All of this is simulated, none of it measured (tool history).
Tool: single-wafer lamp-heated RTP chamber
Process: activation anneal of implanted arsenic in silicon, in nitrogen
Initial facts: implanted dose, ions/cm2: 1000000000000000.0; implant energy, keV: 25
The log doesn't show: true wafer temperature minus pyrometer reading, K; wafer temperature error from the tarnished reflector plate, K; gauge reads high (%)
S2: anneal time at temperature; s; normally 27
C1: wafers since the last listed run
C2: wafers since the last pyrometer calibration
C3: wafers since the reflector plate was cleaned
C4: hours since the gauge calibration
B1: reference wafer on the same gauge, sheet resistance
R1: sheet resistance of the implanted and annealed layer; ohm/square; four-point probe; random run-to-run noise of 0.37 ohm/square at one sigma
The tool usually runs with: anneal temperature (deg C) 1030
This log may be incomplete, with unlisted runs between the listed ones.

Run 1, hour 0.0: usual settings; C1 0; C2 3232; C3 5598; C4 713.7; B1 113.83. Result: R1 106.85 ohm/square.
Run 2, hour 50.1: usual settings; C1 822; C2 4055; C3 6421; C4 763.8; B1 114.01. Result: R1 107.13 ohm/square.
Run 3, hour 96.1: usual settings; C1 755; C2 4810; C3 7176; C4 809.8; B1 113.96. Result: R1 107.33 ohm/square.
Run 4, hour 147.1: usual settings; C1 837; C2 5648; C3 8013; C4 860.8; B1 113.91. Result: R1 106.80 ohm/square.
Run 5, hour 202.8: usual settings but anneal temperature (deg C) 1048, S2 31 s; C1 914; C2 6562; C3 8928; C4 916.5; B1 113.98. Result: R1 103.04 ohm/square.
At hour 239.0: pyrometer window cleaned and pyrometer calibrated.
Run 6, hour 239.5: usual settings but anneal temperature (deg C) 1048, S2 31 s; C1 471; C2 9; C3 9399; C4 953.2; B1 114.06. Result: R1 102.52 ohm/square.
Run 7, hour 303.6: usual settings but anneal temperature (deg C) 1048, S2 31 s; C1 1052; C2 1061; C3 10452; C4 1017.3; B1 113.92. Result: R1 101.90 ohm/square.
Run 8, hour 333.7: usual settings; C1 494; C2 1555; C3 10946; C4 1047.4; B1 114.12. Result: R1 105.81 ohm/square.
Run 9, hour 395.4: usual settings; C1 1013; C2 2568; C3 11959; C4 1109.1; B1 114.08. Result: R1 105.43 ohm/square.
Run 10, hour 544.7: usual settings; C1 2451; C2 5020; C3 14410; C4 1258.4; B1 114.05. Result: R1 105.45 ohm/square.
Run 11, hour 594.0: usual settings; C1 809; C2 5829; C3 15220; C4 1307.7; B1 114.01. Result: R1 105.39 ohm/square.
At hour 608.0: pyrometer window cleaned and pyrometer calibrated, repeated, since the last time left the tool worse.
At hour 634.5: reflector plate cleaned.
Run 12, hour 639.1: usual settings; C1 477; C2 378; C3 74; C4 1352.8; B1 114.08. Result: R1 107.34 ohm/square.
Run 13, hour 710.0: usual settings but anneal temperature (deg C) 1018; C1 1164; C2 1542; C3 1239; C4 1423.7; B1 114.01. Result: R1 109.08 ohm/square.
Run 14, hour 774.2: usual settings but anneal temperature (deg C) 1018; C1 1054; C2 2596; C3 2293; C4 1487.9; B1 114.11. Result: R1 109.00 ohm/square.
Run 15, hour 811.7: usual settings but anneal temperature (deg C) 1018; C1 615; C2 3212; C3 2908; C4 1525.4; B1 114.00. Result: R1 109.12 ohm/square.
Run 16, hour 837.6: usual settings; C1 425; C2 3637; C3 3334; C4 1551.3; B1 114.04. Result: R1 106.88 ohm/square.
Run 17, hour 905.7: usual settings but anneal temperature (deg C) 1009, S2 15 s; C1 1118; C2 4755; C3 4452; C4 1619.4; B1 113.89. Result: R1 113.69 ohm/square.
Run 18, hour 955.7: usual settings but anneal temperature (deg C) 1007, S2 38 s; C1 820; C2 5576; C3 5273; C4 1669.4; B1 114.04. Result: R1 108.26 ohm/square.
At hour 977.2: pyrometer window cleaned and pyrometer calibrated.
Run 19, hour 1019.0: usual settings but anneal temperature (deg C) 1022; C1 907; C2 685; C3 6181; C4 1732.7; B1 113.93. Result: R1 109.00 ohm/square.
Run 20, hour 1075.9: usual settings but anneal temperature (deg C) 1022, S2 31 s; C1 934; C2 1620; C3 7115; C4 1789.6; B1 113.96. Result: R1 107.70 ohm/square.
Run 21, hour 1116.7: usual settings but S2 37 s; C1 669; C2 2290; C3 7785; C4 1830.4; B1 113.93. Result: R1 105.25 ohm/square.
Run 22, hour 1162.4: usual settings but anneal temperature (deg C) 1005, S2 16 s; C1 750; C2 3040; C3 8535; C4 1876.1; B1 113.92. Result: R1 114.85 ohm/square.
Run 23, hour 1203.6: usual settings but anneal temperature (deg C) 1044, S2 38 s; C1 676; C2 3716; C3 9212; C4 1917.3; B1 114.04. Result: R1 102.00 ohm/square.
Run 24, hour 1236.8: usual settings but anneal temperature (deg C) 1007, S2 21 s; C1 545; C2 4261; C3 9757; C4 1950.5; B1 113.92. Result: R1 112.04 ohm/square.
Run 25, hour 1308.0: usual settings; C1 1169; C2 5430; C3 10926; C4 2021.7; B1 113.92. Result: R1 107.14 ohm/square.
Run 26, hour 1334.3: usual settings; C1 431; C2 5862; C3 11358; C4 2048.0; B1 113.94. Result: R1 106.89 ohm/square.
Run 27, hour 1362.5: usual settings but anneal temperature (deg C) 1005, S2 43 s; C1 463; C2 6325; C3 11821; C4 2076.2; B1 113.96. Result: R1 107.92 ohm/square.
At hour 1439.5: pyrometer window cleaned and pyrometer calibrated.
At hour 1464.8: gauge calibrated.
Run 28, hour 1519.3: usual settings but anneal temperature (deg C) 1002, S2 35 s; C1 2443; C2 1309; C3 14264; C4 54.5; B1 114.01. Result: R1 110.22 ohm/square.
At hour 1528.0: reflector plate cleaned.
Run 29, hour 1550.7: usual settings but anneal temperature (deg C) 1015, S2 17 s; C1 384; C2 1693; C3 373; C4 85.9; B1 113.83. Result: R1 113.21 ohm/square.
Run 30, hour 1577.1: usual settings but anneal temperature (deg C) 1007, S2 22 s; C1 433; C2 2127; C3 806; C4 112.3; B1 113.94. Result: R1 112.68 ohm/square.
Run 31, hour 1647.0: usual settings but anneal temperature (deg C) 1044, S2 38 s; C1 1147; C2 3275; C3 1954; C4 182.2; B1 114.06. Result: R1 102.39 ohm/square.
Run 32, hour 1716.6: usual settings but anneal temperature (deg C) 1018, S2 34 s; C1 1142; C2 4417; C3 3097; C4 251.8; B1 114.05. Result: R1 107.56 ohm/square.
Run 33, hour 1764.6: usual settings but S2 36 s; C1 788; C2 5206; C3 3885; C4 299.8; B1 114.11. Result: R1 104.74 ohm/square.
Run 34, hour 1816.0: usual settings but anneal temperature (deg C) 1041, S2 11 s; C1 843; C2 6049; C3 4729; C4 351.2; B1 114.04. Result: R1 111.68 ohm/square.
At hour 1854.3: pyrometer window cleaned and pyrometer calibrated.
Run 35, hour 1884.2: usual settings; C1 988; C2 490; C3 5717; C4 419.4; B1 114.02. Result: R1 106.94 ohm/square.

Exercise: give the hidden state of the tool at every run:
wafer temperature error from the tarnished reflector plate, K: 0 at every run
gauge reads high (%): 0 at every run
H1: true wafer temperature minus pyrometer reading, K
run    H1
  1  4.92
  2  5.37
  3  5.65
  4  5.87
  5  6.03
  6  9.87
  7  12.2
  8    13
  9  14.1
 10  15.4
 11  15.6
 12  2.07
 13  4.07
 14  5.17
 15  5.61
 16  5.84
 17  6.29
 18   6.5
 19  2.11
 20  3.67
 21  4.45
 22  5.07
 23  5.48
 24  5.73
 25   6.1
 26  6.19
 27  6.28
 28  2.78
 29  3.49
 30  3.97
 31  4.86
 32  5.39
 33  5.63
 34   5.8
 35  1.47
